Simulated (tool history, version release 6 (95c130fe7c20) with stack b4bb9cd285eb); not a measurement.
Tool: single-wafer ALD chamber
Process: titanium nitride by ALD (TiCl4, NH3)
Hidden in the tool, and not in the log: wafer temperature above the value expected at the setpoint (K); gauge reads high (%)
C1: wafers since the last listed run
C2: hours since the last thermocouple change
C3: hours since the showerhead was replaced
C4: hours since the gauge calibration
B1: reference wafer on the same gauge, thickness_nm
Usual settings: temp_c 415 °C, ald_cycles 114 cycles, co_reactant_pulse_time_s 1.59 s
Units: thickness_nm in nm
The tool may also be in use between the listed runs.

Run 1, hour 0.0: usual settings but temp_c 424 °C; C1 0; C2 649.3; C3 4363.0; C4 2029.5; B1 2.706. Result: thickness_nm 2.517 nm.
Run 2, hour 49.7: usual settings; C1 148; C2 699.0; C3 4412.7; C4 2079.2; B1 2.705. Result: thickness_nm 2.488 nm.
Run 3, hour 86.9: usual settings; C1 111; C2 736.2; C3 4449.9; C4 2116.4; B1 2.707. Result: thickness_nm 2.502 nm.
Run 4, hour 142.6: usual settings; C1 166; C2 791.9; C3 4505.6; C4 2172.1; B1 2.705. Result: thickness_nm 2.498 nm.
Run 5, hour 214.1: usual settings; C1 213; C2 863.4; C3 4577.1; C4 2243.6; B1 2.706. Result: thickness_nm 2.494 nm.
Run 6, hour 280.9: usual settings; C1 199; C2 930.2; C3 4643.9; C4 2310.4; B1 2.709. Result: thickness_nm 2.490 nm.
Run 7, hour 338.4: usual settings; C1 171; C2 987.7; C3 4701.4; C4 2367.9; B1 2.714. Result: thickness_nm 2.487 nm.
Run 8, hour 409.8: usual settings but co_reactant_pulse_time_s 2.10 s; C1 213; C2 1059.1; C3 4772.8; C4 2439.3; B1 2.710. Result: thickness_nm 2.510 nm.
Run 9, hour 476.9: usual settings but co_reactant_pulse_time_s 2.10 s; C1 200; C2 1126.2; C3 4839.9; C4 2506.4; B1 2.708. Result: thickness_nm 2.516 nm.
Run 10, hour 527.5: usual settings; C1 151; C2 1176.8; C3 4890.5; C4 2557.0; B1 2.710. Result: thickness_nm 2.506 nm.
Run 11, hour 594.8: usual settings; C1 201; C2 1244.1; C3 4957.8; C4 2624.3; B1 2.704. Result: thickness_nm 2.505 nm.
At hour 613.6: gauge calibrated.
Run 12, hour 666.6: usual settings; C1 214; C2 1315.9; C3 5029.6; C4 53.0; B1 2.602. Result: thickness_nm 2.398 nm.
Run 13, hour 705.5: usual settings; C1 116; C2 1354.8; C3 5068.5; C4 91.9; B1 2.610. Result: thickness_nm 2.410 nm.
Run 14, hour 737.0: usual settings; C1 94; C2 1386.3; C3 5100.0; C4 123.4; B1 2.612. Result: thickness_nm 2.412 nm.
Run 15, hour 848.0: usual settings but ald_cycles 98 cycles; C1 331; C2 1497.3; C3 5211.0; C4 234.4; B1 2.621. Result: thickness_nm 2.086 nm.
Run 16, hour 909.7: usual settings but ald_cycles 98 cycles; C1 184; C2 1559.0; C3 5272.7; C4 296.1; B1 2.629. Result: thickness_nm 2.092 nm.
Run 17, hour 963.5: usual settings but ald_cycles 98 cycles; C1 160; C2 1612.8; C3 5326.5; C4 349.9; B1 2.634. Result: thickness_nm 2.078 nm.
Run 18, hour 999.2: usual settings but temp_c 424 °C, ald_cycles 96 cycles, co_reactant_pulse_time_s 1.21 s; C1 106; C2 1648.5; C3 5362.2; C4 385.6; B1 2.638. Result: thickness_nm 2.036 nm.
Run 19, hour 1027.2: usual settings but temp_c 429 °C, ald_cycles 120 cycles; C1 83; C2 1676.5; C3 5390.2; C4 413.6; B1 2.640. Result: thickness_nm 2.564 nm.
Run 20, hour 1097.7: usual settings; C1 210; C2 1747.0; C3 5460.7; C4 484.1; B1 2.639. Result: thickness_nm 2.442 nm.
At hour 1128.2: showerhead replaced.
Run 21, hour 1128.7: usual settings but ald_cycles 128 cycles; C1 68; C2 1778.0; C3 0.5; C4 515.1; B1 2.648. Result: thickness_nm 2.761 nm.
Run 22, hour 1194.1: usual settings but ald_cycles 127 cycles, co_reactant_pulse_time_s 1.03 s; C1 195; C2 1843.4; C3 65.9; C4 580.5; B1 2.648. Result: thickness_nm 2.701 nm.
Run 23, hour 1262.4: usual settings but temp_c 419 °C; C1 204; C2 1911.7; C3 134.2; C4 648.8; B1 2.658. Result: thickness_nm 2.465 nm.

The next listed run, before its measurement:
Run 24, hour 1319.0: usual settings; C1 169; C2 1968.3; C3 190.8; C4 705.4; B1 ?. Result: thickness_nm ?.

{"run 24": {"B1": 2.657, "thickness_nm": 2.45}}
Without the tool's hidden state the same run would have given thickness_nm 2.406 nm.
